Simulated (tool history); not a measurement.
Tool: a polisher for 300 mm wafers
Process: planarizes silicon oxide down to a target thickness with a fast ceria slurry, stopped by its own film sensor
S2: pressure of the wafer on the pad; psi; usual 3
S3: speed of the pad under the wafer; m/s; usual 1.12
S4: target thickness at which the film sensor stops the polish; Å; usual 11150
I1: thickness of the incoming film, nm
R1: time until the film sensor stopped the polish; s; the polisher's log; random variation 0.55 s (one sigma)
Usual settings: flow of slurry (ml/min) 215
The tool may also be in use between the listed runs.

{"run": 1, "hour": 0.0, "flow of slurry (ml/min)": 215, "S2": 3, "S3": 0.88, "S4": 11150, "I1": 2635.9, "R1": 93.5}
{"run": 2, "hour": 10.6, "flow of slurry (ml/min)": 215, "S2": 3, "S3": 0.88, "S4": 11150, "I1": 2582.3, "R1": 89.4}
{"run": 3, "hour": 18.2, "flow of slurry (ml/min)": 215, "S2": 3, "S3": 0.88, "S4": 11150, "I1": 2652.6, "R1": 95}
{"run": 4, "hour": 26.3, "flow of slurry (ml/min)": 215, "S2": 3, "S3": 0.86, "S4": 11150, "I1": 2587.6, "R1": 90.8}
{"hour": 32.0, "done": "worn pad replaced by a new one"}
{"run": 5, "hour": 42.2, "flow of slurry (ml/min)": 215, "S2": 3, "S3": 0.86, "S4": 11150, "I1": 2617.8, "R1": 93.7}
{"run": 6, "hour": 52.0, "flow of slurry (ml/min)": 195, "S2": 3, "S3": 1.12, "S4": 11150, "I1": 2586.3, "R1": 71.9}
{"run": 7, "hour": 58.1, "flow of slurry (ml/min)": 215, "S2": 3, "S3": 1.12, "S4": 8040, "I1": 2624, "R1": 89.1}
{"run": 8, "hour": 75.1, "flow of slurry (ml/min)": 215, "S2": 3, "S3": 1.12, "S4": 8040, "I1": 2669.2, "R1": 91.5}
{"run": 9, "hour": 86.1, "flow of slurry (ml/min)": 215, "S2": 3, "S3": 1.12, "S4": 8040, "I1": 2628.2, "R1": 89.2}
{"run": 10, "hour": 97.6, "flow of slurry (ml/min)": 190, "S2": 3.6, "S3": 1.12, "S4": 11150, "I1": 2601.2, "R1": 62.3}
{"run": 11, "hour": 115.1, "flow of slurry (ml/min)": 190, "S2": 3.6, "S3": 1.12, "S4": 11150, "I1": 2653.7, "R1": 64.3}
{"run": 12, "hour": 122.9, "flow of slurry (ml/min)": 215, "S2": 3.6, "S3": 1.12, "S4": 11150, "I1": 2641, "R1": 62.5}
{"run": 13, "hour": 153.1, "flow of slurry (ml/min)": 215, "S2": 3.6, "S3": 1.12, "S4": 11150, "I1": 2659.3, "R1": 62.8}
{"hour": 166.1, "done": "worn pad replaced by a new one"}
{"run": 14, "hour": 166.6, "flow of slurry (ml/min)": 215, "S2": 3.6, "S3": 1.12, "S4": 11150, "I1": 2637.1, "R1": 62.4}
{"run": 15, "hour": 175.2, "flow of slurry (ml/min)": 215, "S2": 3, "S3": 1.4, "S4": 11150, "I1": 2671.4, "R1": 61.9}
{"run": 16, "hour": 191.6, "flow of slurry (ml/min)": 160, "S2": 3, "S3": 1.12, "S4": 11150, "I1": 2640.9, "R1": 76.4}
{"hour": 205.0, "done": "head pressure recalibrated"}
{"run": 17, "hour": 205.7, "flow of slurry (ml/min)": 160, "S2": 3, "S3": 1.12, "S4": 11150, "I1": 2618.7, "R1": 68.9}
{"run": 18, "hour": 218.8, "flow of slurry (ml/min)": 215, "S2": 3, "S3": 1.12, "S4": 11150, "I1": 2596.5, "R1": 66.6}
{"run": 19, "hour": 229.3, "flow of slurry (ml/min)": 235, "S2": 2.3, "S3": 1.5, "S4": 6850, "I1": 2632.7, "R1": 85.7}
{"run": 20, "hour": 239.7, "flow of slurry (ml/min)": 280, "S2": 3.3, "S3": 0.78, "S4": 14330, "I1": 2681.3, "R1": 70.2}
{"hour": 245.4, "done": "slurry nozzle cleaned"}
{"hour": 284.2, "done": "worn pad replaced by a new one"}
{"run": 21, "hour": 285.5, "flow of slurry (ml/min)": 215, "S2": 2.1, "S3": 1.28, "S4": 8700, "I1": 2631.5, "R1": 103}
{"run": 22, "hour": 292.5, "flow of slurry (ml/min)": 280, "S2": 3, "S3": 1.26, "S4": 11150, "I1": 2603.5, "R1": 59.3}
{"run": 23, "hour": 299.5, "flow of slurry (ml/min)": 215, "S2": 3, "S3": 0.94, "S4": 9680, "I1": 2616.3, "R1": 89.4}
{"run": 24, "hour": 309.9, "flow of slurry (ml/min)": 270, "S2": 3, "S3": 1.12, "S4": 11150, "I1": 2592.8, "R1": 66.7}
{"run": 25, "hour": 326.8, "flow of slurry (ml/min)": 250, "S2": 2.4, "S3": 1.3, "S4": 14660, "I1": 2618.2, "R1": 58.2}
{"run": 26, "hour": 343.0, "flow of slurry (ml/min)": 215, "S2": 3, "S3": 1.12, "S4": 11150, "I1": 2605.9, "R1": 68.4}
{"run": 27, "hour": 353.4, "flow of slurry (ml/min)": 215, "S2": 3, "S3": 1.12, "S4": 11150, "I1": 2652.8, "R1": 71.8}
{"run": 28, "hour": 362.2, "flow of slurry (ml/min)": 215, "S2": 3.7, "S3": 1.26, "S4": 11150, "I1": 2588.1, "R1": 50.2}
{"run": 29, "hour": 371.2, "flow of slurry (ml/min)": 215, "S2": 3, "S3": 1.12, "S4": 11150, "I1": 2579.4, "R1": 69}
{"run": 30, "hour": 381.2, "flow of slurry (ml/min)": 285, "S2": 3, "S3": 1.12, "S4": 13800, "I1": 2648.7, "R1": 58.8}
{"run": 31, "hour": 395.0, "flow of slurry (ml/min)": 275, "S2": 3, "S3": 0.88, "S4": 11150, "I1": 2577.4, "R1": 84.4}
{"hour": 404.9, "done": "worn pad replaced by a new one"}
{"run": 32, "hour": 410.7, "flow of slurry (ml/min)": 215, "S2": 3, "S3": 1.48, "S4": 13430, "I1": 2626.5, "R1": 46.6}
{"run": 33, "hour": 420.4, "flow of slurry (ml/min)": 145, "S2": 3, "S3": 0.88, "S4": 15920, "I1": 2645.8, "R1": 65.6}
{"run": 34, "hour": 429.5, "flow of slurry (ml/min)": 215, "S2": 2.7, "S3": 1.02, "S4": 11150, "I1": 2644.1, "R1": 88.8}
{"run": 35, "hour": 441.1, "flow of slurry (ml/min)": 215, "S2": 2.6, "S3": 1.12, "S4": 6170, "I1": 2605.1, "R1": 110.4}
{"run": 36, "hour": 456.0, "flow of slurry (ml/min)": 215, "S2": 3, "S3": 1.12, "S4": 11150, "I1": 2605.2, "R1": 71.5}
{"run": 37, "hour": 463.0, "flow of slurry (ml/min)": 160, "S2": 3, "S3": 1.12, "S4": 11150, "I1": 2601.8, "R1": 74}
{"run": 38, "hour": 477.5, "flow of slurry (ml/min)": 215, "S2": 2.6, "S3": 1.12, "S4": 11150, "I1": 2634.3, "R1": 83.5}

Hidden state or all else? Some run-to-run changes of R1, split into what the settings, what came in and random variation would give without the hidden state, and what is left for the hidden state (with any gauge scatter that isn't in both results):
The hidden state here: removal rate lost through wear of the pad, %; slurry flow missing at the pad, %; deviation of the head's pressure from its setpoint, %.
Run 9 -> 10: flow of slurry (ml/min) 215 -> 190, S2 3 -> 3.6, S4 8040 -> 11150. R1 -26.9 s: hidden state -2.8, all else -24.1.
Run 16 -> 17: head pressure recalibrated. R1 -7.5 s: hidden state -7.2, all else -0.3.
Run 21 -> 22: flow of slurry (ml/min) 215 -> 280, S2 2.1 -> 3, S3 1.28 -> 1.26, S4 8700 -> 11150. R1 -43.7 s: hidden state -1.7, all else -42.
Run 31 -> 32: flow of slurry (ml/min) 275 -> 215, S3 0.88 -> 1.48, S4 11150 -> 13430, worn pad replaced by a new one. R1 -37.8 s: hidden state -2.7, all else -35.1.
Run 35 -> 36: S2 2.6 -> 3, S4 6170 -> 11150. R1 -38.9 s: hidden state -3.2, all else -35.7.
